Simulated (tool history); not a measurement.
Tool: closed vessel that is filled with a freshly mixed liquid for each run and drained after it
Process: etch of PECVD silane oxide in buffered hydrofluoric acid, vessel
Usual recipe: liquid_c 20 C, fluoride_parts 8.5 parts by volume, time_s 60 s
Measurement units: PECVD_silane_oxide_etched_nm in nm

run,hour,liquid_c,fluoride_parts,time_s,"read-back film thickness of the PECVD silane oxide reference wafer, read on the same gauge (nm)",PECVD_silane_oxide_etched_nm
1,0,20,8.5,60,110.01,215.98
2,61.3,20,8.5,60,110.01,218.69
3,98.4,20,8.5,60,109.97,218.71
4,153.3,20,8.5,60,109.96,218.45
5,185.8,20,8.5,60,110.02,218.46
6,238.3,24,8.5,60,110.02,271.86
7,296.9,18.5,8.5,60,110,200.6
8,355.7,20,8.5,60,110,218.83
9,404.8,20,8.5,80,110.04,293.14
10,442.7,20,8.5,80,110.02,292.71
11,489.1,20,8.5,75,110.02,274.55
12,684.3,20,8.5,75,109.99,264.39
13,724.6,20,8.5,60,110.01,213.51
14,788.4,20,8.5,60,110.03,212.46
15,815.7,18.5,8.5,90,110,292.22
16,853.8,18,10,40,109.97,111.46
17,916.5,17,8.5,90,110.03,270.48
18,978.1,17,11.5,80,110.01,184.09
19,1039.1,22.5,5.5,90,110.02,557.89
20,1067.3,17.5,11.5,60,110.02,142.07
21,1133.1,24.5,7,30,109.97,169.33
22,1196.9,20,10,60,110,187.22
23,1240.9,17,6,40,109.99,170.04
24,1277.5,20,6.5,60,109.98,280.35
25,1338,20,8.5,60,109.99,212.95
26,1362.4,20,8.5,60,110.01,215.64
27,1412.6,17,10.5,60,110,154.31

Missing from the log above: 6 entries noted between runs. For each, name the pair of listed runs it sits between and say how the tool's hidden condition differs from the listed run just before to the listed run just after:
Run 1 -> run 2: hydrofluoric acid flow meter replaced (hour 11.9)
  liquid hotter than its thermometer reads (K): 0.554 -> 0.587; hydrofluoric acid flow below the setpoint (%): 1.41 -> 0.135
  the result without the hidden state subtracted from the measured one, PECVD_silane_oxide_etched_nm: +3.29 -> +6.79 nm
Run 7 -> run 8: gauge calibrated (hour 352)
  liquid hotter than its thermometer reads (K): 0.713 -> 0.745; hydrofluoric acid flow below the setpoint (%): 0.629 -> 0.753
  the result without the hidden state subtracted from the measured one, PECVD_silane_oxide_etched_nm: +6.54 -> +7.14 nm
Run 11 -> run 12: thermometer replaced (hour 573.3); hydrofluoric acid flow meter replaced (hour 606.2)
  liquid hotter than its thermometer reads (K): 0.816 -> 0.0749; hydrofluoric acid flow below the setpoint (%): 1.03 -> 0.222
  the result without the hidden state subtracted from the measured one, PECVD_silane_oxide_etched_nm: +9.3 -> +0.4 nm
Run 19 -> run 20: gauge calibrated (hour 1052.4)
  liquid hotter than its thermometer reads (K): 0.265 -> 0.281; hydrofluoric acid flow below the setpoint (%): 0.967 -> 1.03
  the result without the hidden state subtracted from the measured one, PECVD_silane_oxide_etched_nm: +3.64 -> +0.84 nm
Run 25 -> run 26: hydrofluoric acid flow meter replaced (hour 1341)
  liquid hotter than its thermometer reads (K): 0.426 -> 0.439; hydrofluoric acid flow below the setpoint (%): 1.59 -> 0.13
  the result without the hidden state subtracted from the measured one, PECVD_silane_oxide_etched_nm: +1.39 -> +4.95 nm

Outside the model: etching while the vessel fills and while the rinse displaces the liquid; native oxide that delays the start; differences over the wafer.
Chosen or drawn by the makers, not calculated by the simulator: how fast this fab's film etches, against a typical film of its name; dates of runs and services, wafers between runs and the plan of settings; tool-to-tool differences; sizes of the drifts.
